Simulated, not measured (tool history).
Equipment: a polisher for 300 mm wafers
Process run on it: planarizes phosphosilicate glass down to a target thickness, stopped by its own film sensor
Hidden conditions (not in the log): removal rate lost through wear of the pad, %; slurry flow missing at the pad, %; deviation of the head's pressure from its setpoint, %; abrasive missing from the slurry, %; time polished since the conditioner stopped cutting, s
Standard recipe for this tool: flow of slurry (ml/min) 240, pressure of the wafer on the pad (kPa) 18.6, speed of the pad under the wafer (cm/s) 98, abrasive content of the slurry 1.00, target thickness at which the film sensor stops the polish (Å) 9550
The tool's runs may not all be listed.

| run | hour | flow of slurry (ml/min) | pressure of the wafer on the pad (kPa) | speed of the pad under the wafer (cm/s) | abrasive content of the slurry | target thickness at which the film sensor stops the polish (Å) | wafers since the last listed run | wafers polished on this pad | hours since the slurry nozzle was cleaned | hours since the head pressure was calibrated | hours since the slurry blender was calibrated | hours since the conditioning disc was replaced | incoming thickness of the incoming film, nm | time until the film sensor stopped the polish (s) |
|---|---|---|---|---|---|---|---|---|---|---|---|---|---|---|
| 1 | 0.0 | 240 | 18.6 | 98 | 0.85 | 9550 | 0 | 2311 | 176.7 | 356.4 | 372.9 | 558.9 | 1906.6 | 114.6 |
| 2 | 75.8 | 240 | 18.6 | 98 | 1.00 | 9550 | 317 | 2629 | 252.5 | 432.2 | 448.7 | 634.7 | 1887.0 | 105.8 |
|  | 101.7 | conditioning disc replaced and pad reconditioned |
| 3 | 147.6 | 240 | 18.6 | 98 | 1.00 | 9550 | 292 | 2921 | 324.3 | 504.0 | 520.5 | 45.9 | 1862.7 | 104.7 |
|  | 177.9 | worn pad replaced by a new one |
|  | 208.1 | head pressure recalibrated |
|  | 209.6 | slurry blender recalibrated |
| 4 | 212.1 | 240 | 18.6 | 98 | 1.00 | 9550 | 238 | 128 | 388.8 | 4.0 | 2.5 | 110.4 | 1923.1 | 117.1 |
| 5 | 273.2 | 205 | 13.8 | 98 | 1.20 | 9550 | 255 | 384 | 449.9 | 65.1 | 63.6 | 171.5 | 1887.8 | 120.7 |
| 6 | 372.2 | 240 | 18.6 | 114 | 1.00 | 12060 | 414 | 799 | 548.9 | 164.1 | 162.6 | 270.5 | 1894.4 | 75.6 |
| 7 | 456.5 | 190 | 22.8 | 98 | 1.00 | 9550 | 353 | 1152 | 633.2 | 248.4 | 246.9 | 354.8 | 1898.0 | 102.9 |
| 8 | 496.1 | 240 | 18.6 | 124 | 1.25 | 9550 | 165 | 1318 | 672.8 | 288.0 | 286.5 | 394.4 | 1903.8 | 91.1 |
|  | 529.9 | slurry nozzle cleaned |
| 9 | 601.6 | 320 | 15.2 | 66 | 1.00 | 9550 | 437 | 1756 | 71.7 | 393.5 | 392.0 | 499.9 | 1895.9 | 137.8 |
| 10 | 651.7 | 240 | 18.6 | 98 | 1.00 | 9550 | 209 | 1966 | 121.8 | 443.6 | 442.1 | 550.0 | 1881.0 | 107.6 |
|  | 702.3 | conditioning disc replaced and pad reconditioned |
| 11 | 705.1 | 240 | 20.7 | 98 | 1.00 | 8330 | 215 | 2181 | 175.2 | 497.0 | 495.5 | 2.8 | 1875.4 | 113.8 |
| 12 | 776.2 | 160 | 18.6 | 98 | 1.00 | 9550 | 297 | 2479 | 246.3 | 568.1 | 566.6 | 73.9 | 1926.3 | 113.7 |
|  | 806.5 | slurry blender recalibrated |
| 13 | 839.3 | 240 | 18.6 | 98 | 1.25 | 9550 | 255 | 2735 | 309.4 | 631.2 | 32.8 | 137.0 | 1927.7 | 101.5 |
|  | 923.1 | worn pad replaced by a new one |
| 14 | 934.6 | 240 | 18.6 | 98 | 1.00 | 9550 | 382 | 48 | 404.7 | 726.5 | 128.1 | 232.3 | 1893.5 | 103.5 |
|  | 957.3 | head pressure recalibrated |
| 15 | 993.9 | 240 | 18.6 | 126 | 1.00 | 10950 | 240 | 288 | 464.0 | 36.6 | 187.4 | 291.6 | 1930.8 | 88.8 |
| 16 | 1039.9 | 240 | 15.2 | 98 | 0.90 | 9550 | 192 | 480 | 510.0 | 82.6 | 233.4 | 337.6 | 1868.3 | 127.1 |
| 17 | 1091.9 | 240 | 21.4 | 98 | 1.15 | 9550 | 217 | 698 | 562.0 | 134.6 | 285.4 | 389.6 | 1919.1 | 97.7 |
| 18 | 1155.1 | 240 | 18.6 | 98 | 0.80 | 9550 | 264 | 963 | 625.2 | 197.8 | 348.6 | 452.8 | 1927.3 | 127.9 |
|  | 1184.0 | slurry nozzle cleaned |
| 19 | 1258.8 | 240 | 15.9 | 66 | 1.00 | 10980 | 430 | 1393 | 74.8 | 301.5 | 452.3 | 556.5 | 1899.2 | 119.6 |
| 20 | 1356.6 | 240 | 18.6 | 98 | 1.00 | 9550 | 409 | 1803 | 172.6 | 399.3 | 550.1 | 654.3 | 1894.8 | 111.2 |
|  | 1389.0 | conditioning disc replaced and pad reconditioned |
| 21 | 1455.4 | 210 | 15.2 | 120 | 1.00 | 9550 | 405 | 2208 | 271.4 | 498.1 | 648.9 | 66.4 | 1922.6 | 111.1 |
|  | 1497.7 | slurry blender recalibrated |
|  | 1542.7 | worn pad replaced by a new one |
| 22 | 1545.4 | 240 | 24.8 | 112 | 1.00 | 9550 | 351 | 11 | 361.4 | 588.1 | 47.7 | 156.4 | 1869.2 | 82.0 |
|  | 1620.6 | head pressure recalibrated |
| 23 | 1621.1 | 170 | 18.6 | 108 | 1.00 | 9550 | 308 | 320 | 437.1 | 0.5 | 123.4 | 232.1 | 1898.9 | 112.0 |
| 24 | 1691.6 | 240 | 18.6 | 98 | 0.75 | 9550 | 295 | 615 | 507.6 | 71.0 | 193.9 | 302.6 | 1895.4 | 124.7 |
| 25 | 1788.2 | 240 | 18.6 | 98 | 1.00 | 9550 | 404 | 1020 | 604.2 | 167.6 | 290.5 | 399.2 | 1895.4 | 110.7 |

Consider 4 possible next runs. They are alternatives, not a sequence: every one starts from the tool as it was left by run 25. What does each give?
| A | 1788.7 | 285 | 18.6 | 98 | 1.00 | 9550 | 2 | 1022 | 604.7 | 168.1 | 291.0 | 399.7 | 1889.6 | ? |
| B | 1788.7 | 240 | 23.4 | 98 | 1.00 | 7780 | 2 | 1022 | 604.7 | 168.1 | 291.0 | 399.7 | 1889.6 | ? |
| C | 1788.7 | 240 | 18.6 | 98 | 1.00 | 11980 | 2 | 1022 | 604.7 | 168.1 | 291.0 | 399.7 | 1889.6 | ? |
| D | 1788.7 | 285 | 18.6 | 98 | 1.15 | 9550 | 2 | 1022 | 604.7 | 168.1 | 291.0 | 399.7 | 1889.6 | ? |

| run | time until the film sensor stopped the polish (s) |
|---|---|
| A | 109.4 |
| B | 114.8 |
| C | 82.1 |
| D | 103.7 |
What these runs would have given with no unlogged condition in the tool:
| run | time until the film sensor stopped the polish (s) |
|---|---|
| A | 109.3 |
| B | 114.6 |
| C | 82.0 |
| D | 103.6 |
